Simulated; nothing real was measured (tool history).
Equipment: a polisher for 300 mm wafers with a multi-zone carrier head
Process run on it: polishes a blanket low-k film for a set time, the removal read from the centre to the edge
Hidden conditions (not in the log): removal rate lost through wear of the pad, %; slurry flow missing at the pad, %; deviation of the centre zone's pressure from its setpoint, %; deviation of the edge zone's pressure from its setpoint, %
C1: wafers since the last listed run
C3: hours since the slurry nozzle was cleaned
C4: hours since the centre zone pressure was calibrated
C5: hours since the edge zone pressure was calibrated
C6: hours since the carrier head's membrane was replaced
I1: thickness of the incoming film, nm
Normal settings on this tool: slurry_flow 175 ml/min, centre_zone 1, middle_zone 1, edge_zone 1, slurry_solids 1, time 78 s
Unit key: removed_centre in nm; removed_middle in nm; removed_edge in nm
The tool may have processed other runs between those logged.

run 1 hour=0 | slurry_flow=175 centre_zone=0.96 middle_zone=1 edge_zone=1 slurry_solids=1 time=78 | C1=0 wafers_polished_on_this_pad=1894 C3=127.2 C4=189.7 C5=301.2 C6=305.7 | I1=771.2 | removed_centre=20.3 removed_middle=20.1 removed_edge=19.6
run 2 hour=34.1 | slurry_flow=175 centre_zone=0.96 middle_zone=1 edge_zone=1 slurry_solids=1 time=78 | C1=301 wafers_polished_on_this_pad=2195 C3=161.3 C4=223.8 C5=335.3 C6=339.8 | I1=765.3 | removed_centre=20.1 removed_middle=19.7 removed_edge=19.7
run 3 hour=95.4 | slurry_flow=175 centre_zone=0.96 middle_zone=1 edge_zone=1 slurry_solids=1 time=78 | C1=542 wafers_polished_on_this_pad=2737 C3=222.6 C4=285.1 C5=396.6 C6=401.1 | I1=765.4 | removed_centre=20.5 removed_middle=20 removed_edge=19.6
run 4 hour=120.7 | slurry_flow=175 centre_zone=1.08 middle_zone=1.08 edge_zone=1.1 slurry_solids=1 time=78 | C1=223 wafers_polished_on_this_pad=2961 C3=247.9 C4=310.4 C5=421.9 C6=426.4 | I1=784.3 | removed_centre=22.6 removed_middle=21.4 removed_edge=20.5
-- hour=143.2 worn pad replaced by a new one
run 5 hour=185.2 | slurry_flow=175 centre_zone=1 middle_zone=1 edge_zone=1 slurry_solids=1 time=68 | C1=534 wafers_polished_on_this_pad=371 C3=312.4 C4=374.9 C5=486.4 C6=490.9 | I1=780.5 | removed_centre=19 removed_middle=17.2 removed_edge=17.1
run 6 hour=247.6 | slurry_flow=175 centre_zone=1 middle_zone=1 edge_zone=1 slurry_solids=1 time=78 | C1=551 wafers_polished_on_this_pad=923 C3=374.8 C4=437.3 C5=548.8 C6=553.3 | I1=769 | removed_centre=21.8 removed_middle=20.1 removed_edge=19.6
run 7 hour=278.7 | slurry_flow=175 centre_zone=1 middle_zone=1 edge_zone=1 slurry_solids=1 time=78 | C1=275 wafers_polished_on_this_pad=1198 C3=405.9 C4=468.4 C5=579.9 C6=584.4 | I1=769.1 | removed_centre=21.6 removed_middle=20 removed_edge=19.6
-- hour=315.2 slurry nozzle cleaned
run 8 hour=452.1 | slurry_flow=175 centre_zone=1 middle_zone=1 edge_zone=1 slurry_solids=1.25 time=78 | C1=1524 wafers_polished_on_this_pad=2722 C3=136.9 C4=641.8 C5=753.3 C6=757.8 | I1=766.6 | removed_centre=23.9 removed_middle=22 removed_edge=21.3
-- hour=475.1 edge zone pressure recalibrated
run 9 hour=517.3 | slurry_flow=175 centre_zone=1 middle_zone=1 edge_zone=1.07 slurry_solids=1 time=78 | C1=558 wafers_polished_on_this_pad=3281 C3=202.1 C4=707 C5=42.2 C6=823 | I1=771 | removed_centre=21.9 removed_middle=20.1 removed_edge=20.3
-- hour=537.1 carrier head's membrane replaced by a new one
run 10 hour=556.7 | slurry_flow=150 centre_zone=1 middle_zone=1 edge_zone=1 slurry_solids=1 time=78 | C1=304 wafers_polished_on_this_pad=3585 C3=241.5 C4=746.4 C5=81.6 C6=19.6 | I1=761.3 | removed_centre=21.1 removed_middle=19.5 removed_edge=19.2
-- hour=561.3 worn pad replaced by a new one
run 11 hour=610.3 | slurry_flow=175 centre_zone=1 middle_zone=1 edge_zone=1 slurry_solids=1 time=78 | C1=438 wafers_polished_on_this_pad=432 C3=295.1 C4=800 C5=135.2 C6=73.2 | I1=776.9 | removed_centre=21.9 removed_middle=19.8 removed_edge=19.5
-- hour=618.2 centre zone pressure recalibrated
run 12 hour=680 | slurry_flow=175 centre_zone=1.11 middle_zone=1 edge_zone=1 slurry_solids=1.2 time=78 | C1=598 wafers_polished_on_this_pad=1031 C3=364.8 C4=61.8 C5=204.9 C6=142.9 | I1=765.8 | removed_centre=24.1 removed_middle=20.9 removed_edge=20.9
run 13 hour=745.9 | slurry_flow=235 centre_zone=1 middle_zone=1 edge_zone=1 slurry_solids=1 time=78 | C1=582 wafers_polished_on_this_pad=1614 C3=430.7 C4=127.7 C5=270.8 C6=208.8 | I1=775 | removed_centre=22 removed_middle=20.7 removed_edge=20.2
-- hour=766.3 slurry nozzle cleaned
run 14 hour=799.4 | slurry_flow=175 centre_zone=1.04 middle_zone=1 edge_zone=1 slurry_solids=1 time=78 | C1=464 wafers_polished_on_this_pad=2078 C3=33.1 C4=181.2 C5=324.3 C6=262.3 | I1=780.4 | removed_centre=22.2 removed_middle=19.9 removed_edge=19.6
run 15 hour=867.9 | slurry_flow=175 centre_zone=1 middle_zone=1 edge_zone=0.97 slurry_solids=1 time=78 | C1=605 wafers_polished_on_this_pad=2684 C3=101.6 C4=249.7 C5=392.8 C6=330.8 | I1=774 | removed_centre=21.8 removed_middle=19.9 removed_edge=19.3
run 16 hour=912.1 | slurry_flow=115 centre_zone=1.07 middle_zone=1 edge_zone=1 slurry_solids=1 time=71 | C1=390 wafers_polished_on_this_pad=3075 C3=145.8 C4=293.9 C5=437 C6=375 | I1=765.6 | removed_centre=18.7 removed_middle=16.5 removed_edge=16.6
run 17 hour=964.1 | slurry_flow=175 centre_zone=1 middle_zone=1 edge_zone=1 slurry_solids=1 time=78 | C1=459 wafers_polished_on_this_pad=3535 C3=197.8 C4=345.9 C5=489 C6=427 | I1=761.9 | removed_centre=22.1 removed_middle=20 removed_edge=19.6
-- hour=973.5 worn pad replaced by a new one
run 18 hour=1025.9 | slurry_flow=175 centre_zone=1.1 middle_zone=1 edge_zone=1 slurry_solids=1.2 time=78 | C1=511 wafers_polished_on_this_pad=463 C3=259.6 C4=407.7 C5=550.8 C6=488.8 | I1=770.1 | removed_centre=25.4 removed_middle=21.1 removed_edge=21
run 19 hour=1070.1 | slurry_flow=175 centre_zone=1 middle_zone=1 edge_zone=1 slurry_solids=1 time=78 | C1=390 wafers_polished_on_this_pad=853 C3=303.8 C4=451.9 C5=595 C6=533 | I1=766.8 | removed_centre=22.3 removed_middle=20 removed_edge=19.3
run 20 hour=1109.9 | slurry_flow=140 centre_zone=1 middle_zone=0.89 edge_zone=1 slurry_solids=0.7 time=78 | C1=351 wafers_polished_on_this_pad=1205 C3=343.6 C4=491.7 C5=634.8 C6=572.8 | I1=777.4 | removed_centre=18.1 removed_middle=14.9 removed_edge=16.4
-- hour=1159.6 slurry nozzle cleaned
run 21 hour=1169.4 | slurry_flow=175 centre_zone=1 middle_zone=1 edge_zone=1 slurry_solids=1 time=99 | C1=517 wafers_polished_on_this_pad=1723 C3=9.8 C4=551.2 C5=694.3 C6=632.3 | I1=761.8 | removed_centre=28.2 removed_middle=25.4 removed_edge=25.2

Consider 5 possible next runs. They are alternatives, not a sequence: every one starts from the tool as it was left by run 21. What does each give?
run A hour=1169.8 | slurry_flow=175 centre_zone=1 middle_zone=1 edge_zone=1 slurry_solids=1 time=78 | C1=3 wafers_polished_on_this_pad=1726 C3=10.2 C4=551.6 C5=694.7 C6=632.7 | I1=767.9 | removed_centre=? removed_middle=? removed_edge=?
run B hour=1169.8 | slurry_flow=175 centre_zone=1 middle_zone=1.05 edge_zone=1 slurry_solids=1 time=53 | C1=3 wafers_polished_on_this_pad=1726 C3=10.2 C4=551.6 C5=694.7 C6=632.7 | I1=767.9 | removed_centre=? removed_middle=? removed_edge=?
run C hour=1169.8 | slurry_flow=175 centre_zone=1 middle_zone=0.88 edge_zone=1 slurry_solids=1 time=100 | C1=3 wafers_polished_on_this_pad=1726 C3=10.2 C4=551.6 C5=694.7 C6=632.7 | I1=767.9 | removed_centre=? removed_middle=? removed_edge=?
run D hour=1169.8 | slurry_flow=195 centre_zone=1.07 middle_zone=1.06 edge_zone=1 slurry_solids=1 time=78 | C1=3 wafers_polished_on_this_pad=1726 C3=10.2 C4=551.6 C5=694.7 C6=632.7 | I1=767.9 | removed_centre=? removed_middle=? removed_edge=?
run E hour=1169.8 | slurry_flow=175 centre_zone=1.11 middle_zone=1.07 edge_zone=1.06 slurry_solids=1 time=89 | C1=3 wafers_polished_on_this_pad=1726 C3=10.2 C4=551.6 C5=694.7 C6=632.7 | I1=767.9 | removed_centre=? removed_middle=? removed_edge=?

run=A removed_centre=22.4 removed_middle=20.1 removed_edge=19.7
run=B removed_centre=15.2 removed_middle=14.1 removed_edge=13.4
run=C removed_centre=28.7 removed_middle=23.4 removed_edge=25.2
run=D removed_centre=24.5 removed_middle=21.3 removed_edge=19.9
run=E removed_centre=28.4 removed_middle=24.1 removed_edge=23.1
Without the tool's hidden state the same runs would have given:
run=A removed_centre=20 removed_middle=20.1 removed_edge=19.7
run=B removed_centre=13.6 removed_middle=14.1 removed_edge=13.4
run=C removed_centre=25.6 removed_middle=23.4 removed_edge=25.2
run=D removed_centre=21.9 removed_middle=21.3 removed_edge=19.9
run=E removed_centre=25.4 removed_middle=24.1 removed_edge=23.1
